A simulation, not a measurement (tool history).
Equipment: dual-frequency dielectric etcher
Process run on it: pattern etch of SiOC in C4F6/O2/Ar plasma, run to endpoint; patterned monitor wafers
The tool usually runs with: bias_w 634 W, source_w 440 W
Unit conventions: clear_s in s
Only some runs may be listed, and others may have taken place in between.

run	hour	bias_w	source_w	wafers since the last listed run	hours since the last wet clean	hours since the last bias power generator calibration	hours since the last source power generator calibration	hours since the last upper electrode change	incoming incoming film thickness, nm	clear_s
1	0.0	634	440	0	300.8	1714.4	1361.1	3127.5	44.68	12.0
# hour 64.4: bias power generator calibrated
2	64.9	634	440	716	365.7	0.5	1426.0	3192.4	44.73	12.3
3	132.9	634	440	800	433.7	68.5	1494.0	3260.4	43.99	12.2
4	221.7	509	440	1044	522.5	157.3	1582.8	3349.2	44.56	14.3
5	297.3	509	440	889	598.1	232.9	1658.4	3424.8	44.25	14.1
6	365.0	634	440	796	665.8	300.6	1726.1	3492.5	44.72	12.2
7	425.6	634	440	712	726.4	361.2	1786.7	3553.1	44.51	12.3
# hour 459.1: wet clean of the chamber
8	517.1	634	440	794	58.0	452.7	1878.2	3644.6	44.52	12.4
9	609.2	634	490	1083	150.1	544.8	1970.3	3736.7	44.46	11.7
10	663.0	634	490	632	203.9	598.6	2024.1	3790.5	44.69	11.9
11	702.5	634	490	464	243.4	638.1	2063.6	3830.0	44.49	11.9
12	801.5	634	530	1164	342.4	737.1	2162.6	3929.0	45.04	11.7
13	840.6	634	440	460	381.5	776.2	2201.7	3968.1	44.93	12.4
# hour 866.5: upper electrode replaced
14	895.5	634	440	363	436.4	831.1	2256.6	29.0	44.53	12.4
# hour 918.6: source power generator calibrated
15	980.1	577	380	948	521.0	915.7	61.5	113.6	44.75	13.6
16	1023.3	771	530	508	564.2	958.9	104.7	156.8	44.59	10.1
17	1124.1	542	440	1185	665.0	1059.7	205.5	257.6	44.62	13.6
# hour 1205.4: wet clean of the chamber
18	1211.5	503	490	745	6.1	1147.1	292.9	345.0	44.17	13.7
19	1251.5	780	490	470	46.1	1187.1	332.9	385.0	44.48	10.4
20	1303.4	634	440	610	98.0	1239.0	384.8	436.9	44.92	12.4
21	1357.4	634	440	635	152.0	1293.0	438.8	490.9	44.59	12.2
22	1499.8	707	440	1675	294.4	1435.4	581.2	633.3	44.72	11.4
23	1600.8	634	440	1188	395.4	1536.4	682.2	734.3	44.80	12.1
24	1641.2	634	440	475	435.8	1576.8	722.6	774.7	44.21	12.0
# hour 1849.6: wet clean of the chamber
25	1883.4	524	470	2567	33.8	1819.0	964.8	1016.9	44.98	13.4
# hour 1917.6: bias power generator calibrated
26	1973.4	703	440	1011	123.8	55.8	1054.8	1106.9	44.68	11.7
27	2035.9	532	410	735	186.3	118.3	1117.3	1169.4	44.83	14.2
28	2140.0	634	440	1224	290.4	222.4	1221.4	1273.5	44.55	12.3
29	2195.6	634	440	654	346.0	278.0	1277.0	1329.1	44.31	12.3
30	2254.5	510	380	692	404.9	336.9	1335.9	1388.0	44.55	14.9
31	2342.9	634	440	1040	493.3	425.3	1424.3	1476.4	44.76	12.3
32	2394.8	634	540	610	545.2	477.2	1476.2	1528.3	44.13	11.2
33	2497.0	541	530	1202	647.4	579.4	1578.4	1630.5	44.72	12.9
34	2544.3	560	440	556	694.7	626.7	1625.7	1677.8	44.59	13.3
# hour 2584.9: wet clean of the chamber
35	2635.4	759	440	789	50.5	717.8	1716.8	1768.9	45.12	11.3
36	2704.9	741	530	817	120.0	787.3	1786.3	1838.4	44.77	10.5

Measured less the same run without the tool's hidden state. The same run-to-run variation is in both; the gauge's scatter may not be:
What the log doesn't record here: etch rate over this chamber's usual, %; bias power that arrives over what is set, %; source power that arrives over what is set, %.
run	clear_s
1	-0.3
2	+0.0
3	+0.0
4	+0.0
5	+0.0
6	+0.0
7	+0.0
8	+0.0
9	-0.1
10	-0.1
11	+0.0
12	+0.0
13	-0.1
14	+0.0
15	-0.1
16	-0.1
17	-0.1
18	-0.1
19	-0.1
20	-0.1
21	-0.2
22	-0.2
23	-0.2
24	-0.3
25	-0.4
26	-0.1
27	-0.1
28	-0.1
29	-0.1
30	-0.1
31	-0.1
32	-0.1
33	-0.1
34	-0.1
35	-0.1
36	-0.1
